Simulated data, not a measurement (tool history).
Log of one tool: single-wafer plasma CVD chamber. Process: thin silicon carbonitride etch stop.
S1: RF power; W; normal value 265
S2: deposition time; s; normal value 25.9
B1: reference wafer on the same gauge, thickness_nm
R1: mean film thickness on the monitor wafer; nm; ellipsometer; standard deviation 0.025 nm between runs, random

Run 1, hour 0: usual settings but S1 285 W; B1 14.102. Result: R1 16.845 nm.
At hour 12.1: gauge calibrated.
Run 2, hour 23.1: usual settings but S1 285 W; B1 14.092. Result: R1 16.841 nm.
Run 3, hour 51.8: usual settings; B1 14.099. Result: R1 16.524 nm.
Run 4, hour 78.9: usual settings but S1 245 W, S2 22.2 s; B1 14.089. Result: R1 13.828 nm.
Run 5, hour 106.3: usual settings; B1 14.1. Result: R1 16.48 nm.
Run 6, hour 131.1: usual settings; B1 14.102. Result: R1 16.436 nm.
At hour 165: thermocouple changed; heater temperature recalibrated.
Run 7, hour 165.5: usual settings; B1 14.101. Result: R1 16.444 nm.
Run 8, hour 179.4: usual settings; B1 14.108. Result: R1 16.465 nm.
Run 9, hour 197.5: usual settings but S1 245 W; B1 14.097. Result: R1 16.047 nm.
Run 10, hour 216.1: usual settings but S1 245 W; B1 14.098. Result: R1 16.1 nm.
Run 11, hour 242.3: usual settings; B1 14.097. Result: R1 16.424 nm.
Run 12, hour 263.7: usual settings; B1 14.105. Result: R1 16.44 nm.
Run 13, hour 280.7: usual settings; B1 14.098. Result: R1 16.45 nm.
Run 14, hour 294.6: usual settings but S1 295 W; B1 14.104. Result: R1 16.939 nm.
Run 15, hour 309: usual settings but S1 315 W, S2 22.8 s; B1 14.108. Result: R1 15.157 nm.
Run 16, hour 342.7: usual settings but S1 315 W, S2 23.9 s; B1 14.101. Result: R1 15.896 nm.
Run 17, hour 366.9: usual settings; B1 14.103. Result: R1 16.387 nm.

Run 18 comes next. What will it give?
At hour 437.9: RF generator calibrated.
Run 18, hour 449.8: usual settings; B1 ?. Result: R1 ?.

B1: 14.1
R1: 16.85 nm
Minus the tool's unlogged condition, the same run would have read R1 16.914 nm.

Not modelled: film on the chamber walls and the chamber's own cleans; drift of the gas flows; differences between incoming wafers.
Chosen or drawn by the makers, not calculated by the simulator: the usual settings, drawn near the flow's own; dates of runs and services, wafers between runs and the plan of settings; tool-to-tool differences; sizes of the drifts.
